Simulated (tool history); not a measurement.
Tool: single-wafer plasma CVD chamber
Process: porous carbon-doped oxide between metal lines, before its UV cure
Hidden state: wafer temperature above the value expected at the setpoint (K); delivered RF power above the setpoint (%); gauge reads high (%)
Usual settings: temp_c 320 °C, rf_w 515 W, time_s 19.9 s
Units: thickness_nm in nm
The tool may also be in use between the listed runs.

run   hour  temp_c  rf_w  time_s  wafers since the last listed run  hours since the last thermocouple change  hours since the last RF generator calibration  hours since the showerhead was replaced  hours since the gauge calibration  read-back reference wafer on the same gauge, thickness_nm  thickness_nm
  1    0.0     320   585    22.7                                 0                                    1690.6                                         1787.2                                   2453.2                              279.3                                                     96.996       119.303
  2   13.9     320   515    19.9                               585                                    1704.5                                         1801.1                                   2467.1                              293.2                                                     97.004        96.659
  3   46.7     320   515    19.9                              1381                                    1737.3                                         1833.9                                   2499.9                              326.0                                                     97.010        96.276
  4   75.0     320   515    19.9                              1192                                    1765.6                                         1862.2                                   2528.2                              354.3                                                     96.982        95.987
  5  167.2     320   515    19.9                              3884                                    1857.8                                         1954.4                                   2620.4                              446.5                                                     97.077        95.607
  6  184.2     320   515    19.9                               716                                    1874.8                                         1971.4                                   2637.4                              463.5                                                     96.969        95.633
     192.3  -- RF generator calibrated
     215.5  -- thermocouple changed; heater temperature recalibrated
  7  216.0     320   515    19.9                               665                                       0.5                                           23.7                                   2669.2                              495.3                                                     96.994        91.550
     265.1  -- gauge calibrated
  8  278.7     320   515    22.0                              2641                                      63.2                                           86.4                                   2731.9                               13.6                                                     97.028       101.189
     294.0  -- RF generator calibrated, repeated, since the last time left the tool worse
  9  302.5     320   515    22.0                               665                                      87.0                                            8.5                                   2755.7                               37.4                                                     97.017       108.840
 10  336.9     327   580    19.9                              1449                                     121.4                                           42.9                                   2790.1                               71.8                                                     96.956       103.507
 11  349.3     308   560    23.6                               522                                     133.8                                           55.3                                   2802.5                               84.2                                                     96.981       131.603
 12  369.3     320   515    18.8                               842                                     153.8                                           75.3                                   2822.5                              104.2                                                     96.980        93.604
 13  392.4     327   610    22.1                               973                                     176.9                                           98.4                                   2845.6                              127.3                                                     97.066       119.017
     402.8  -- showerhead replaced
 14  404.8     313   445    16.1                               185                                     189.3                                          110.8                                      2.0                              139.7                                                     96.970        75.432
 15  437.6     320   515    19.9                              1381                                     222.1                                          143.6                                     34.8                              172.5                                                     97.020        98.647
 16  452.3     313   600    18.8                               619                                     236.8                                          158.3                                     49.5                              187.2                                                     97.013       108.678
 17  481.9     324   415    22.2                              1247                                     266.4                                          187.9                                     79.1                              216.8                                                     96.938        91.387
 18  509.4     320   515    19.9                              1158                                     293.9                                          215.4                                    106.6                              244.3                                                     96.992        98.747
 19  523.7     334   580    18.0                               602                                     308.2                                          229.7                                    120.9                              258.6                                                     96.971        91.092

How the hidden state differs across the entries between the runs, from the last listed run before each to the first after it:
Between runs 6 and 7: RF generator calibrated (hour 192.3); thermocouple changed; heater temperature recalibrated (hour 215.5)
  delivered RF power above the setpoint (%): -5.71 -> -10.4
  measured less the result without the state, thickness_nm: -4.031 -> -7.371 nm
Between runs 7 and 8: gauge calibrated (hour 265.1)
  no hidden state differs between the two runs
  measured less the result without the state, thickness_nm: -7.371 -> -8.155 nm
Between runs 8 and 9: RF generator calibrated, repeated, since the last time left the tool worse (hour 294.0)
  delivered RF power above the setpoint (%): -10.4 -> -0.899
  measured less the result without the state, thickness_nm: -8.155 -> -0.686 nm
Between runs 13 and 14: showerhead replaced (hour 402.8)
  delivered RF power above the setpoint (%): -0.911 -> -0.914
  measured less the result without the state, thickness_nm: -0.745 -> -0.565 nm
